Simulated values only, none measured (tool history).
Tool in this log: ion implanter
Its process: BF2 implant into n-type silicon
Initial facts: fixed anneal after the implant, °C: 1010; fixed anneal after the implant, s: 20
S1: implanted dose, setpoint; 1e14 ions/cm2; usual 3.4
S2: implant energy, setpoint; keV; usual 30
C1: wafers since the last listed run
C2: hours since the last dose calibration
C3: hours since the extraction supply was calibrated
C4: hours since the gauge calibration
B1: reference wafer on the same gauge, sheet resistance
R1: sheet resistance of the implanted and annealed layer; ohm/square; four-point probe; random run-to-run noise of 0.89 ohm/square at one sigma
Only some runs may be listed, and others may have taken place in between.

run    hour    S1    S2    C1      C2      C3      C4      B1      R1
  1       0  4.19    30     0   950.1  3297.7   342.8  315.95  264.17
  2      78  4.19    30  2640  1028.1  3375.7   420.8  315.96  264.34
  3   170.7  2.71    30  3137  1120.8  3468.4   513.5  315.91  382.14
  4   242.4   3.4    30  2426  1192.5  3540.1   585.2     316  314.49
  5     298   3.4    30  1881  1248.1  3595.7   640.8  315.89  313.49
  6   346.4   3.4    30  1638  1296.5  3644.1   689.2  316.17  312.72
  7   433.2   3.4    30  2937  1383.3  3730.9     776  315.88  312.52
  8   539.4   3.4    30  3594  1489.5  3837.1   882.2  315.96  312.93
  9   604.4   3.4  33.5  2200  1554.5  3902.1   947.2  316.29  308.28
 10   711.2   3.4  33.5  3614  1661.3  4008.9    1054     316  307.48
      781.3  -- Faraday cup replaced and dose calibrated
 11     784   3.4    30  2193     2.7  4081.7  1126.8  315.88  316.08
 12   831.7   3.4    30  1614    50.4  4129.4  1174.5  315.82  316.71
 13   935.1   3.4    30  3499   153.8  4232.8  1277.9  316.12  317.19
 14  1029.3   3.4    30  3188     248    4327  1372.1  316.05  318.09
 15  1125.1   3.4    30  3242   343.8  4422.8  1467.9  315.93  316.57
 16  1209.4   3.4    30  2853   428.1  4507.1  1552.2     316  315.37
 17    1292   3.4    30  2795   510.7  4589.7  1634.8  316.15   317.4
 18  1376.9  2.62  23.5  2873   595.6  4674.6  1719.7  315.83  402.96
 19  1456.5  4.01    27  2694   675.2  4754.2  1799.3  316.02  276.69
 20  1515.9   3.4    30  2010   734.6  4813.6  1858.7  316.09  314.71
 21  1617.3  2.61  25.5  3432     836    4915  1960.1  316.02  401.21
 22  1691.6  2.71    30  2514   910.3  4989.3  2034.4  316.16  383.31
 23  1776.2  2.42  26.5  2863   994.9  5073.9    2119  315.96  424.03
     1796.2  -- gauge calibrated
 24  1824.4   3.4    30  1631  1043.1  5122.1    28.2  315.83  313.52
 25  1899.3  2.82    37  2535    1118    5197   103.1  315.98  360.77
 26  1954.8  2.74    30  1878  1173.5  5252.5   158.6  316.06  376.72
     2008.1  -- extraction supply calibrated
 27  2042.4   3.4    30  2694  1261.1    34.3   246.2  316.16   312.4
 28  2086.2  3.76  33.5  1482  1304.9    78.1     290  315.71  284.85
 29    2162   4.4  36.5  2565  1380.7   153.9   365.8  316.11  245.03
 30  2254.2  3.01  38.5  3120  1472.9   246.1     458  315.89  338.77
 31  2339.9   4.3    30  2900  1558.6   331.8   543.7  316.07  254.21
 32  2397.6   3.4    30  1953  1616.3   389.5   601.4  316.12  309.69
 33  2481.3   3.4    30  2833    1700   473.2   685.1  316.28  308.35
 34  2560.3   3.4  38.5  2673    1779   552.2   764.1  315.86  301.63

Alternative continuations, all from the tool just after run 34; predict every row:
  A  2560.7  2.73    30  13  1779.4  552.6  764.5   ?   ?
  B  2560.7  2.98  21.5  13  1779.4  552.6  764.5   ?   ?
  C  2560.7   3.4  39.5  13  1779.4  552.6  764.5   ?   ?
  D  2560.7  4.29    30  13  1779.4  552.6  764.5   ?   ?
  E  2560.7   4.2    21  13  1779.4  552.6  764.5   ?   ?

run      B1      R1
  A  316.16  373.15
  B  316.16  356.63
  C  316.16  301.61
  D  316.16  253.91
  E  316.16  271.97
What these runs would have given with no unlogged condition in the tool:
run      R1
  A  381.79
  B  364.72
  C  308.79
  D  259.68
  E   277.6

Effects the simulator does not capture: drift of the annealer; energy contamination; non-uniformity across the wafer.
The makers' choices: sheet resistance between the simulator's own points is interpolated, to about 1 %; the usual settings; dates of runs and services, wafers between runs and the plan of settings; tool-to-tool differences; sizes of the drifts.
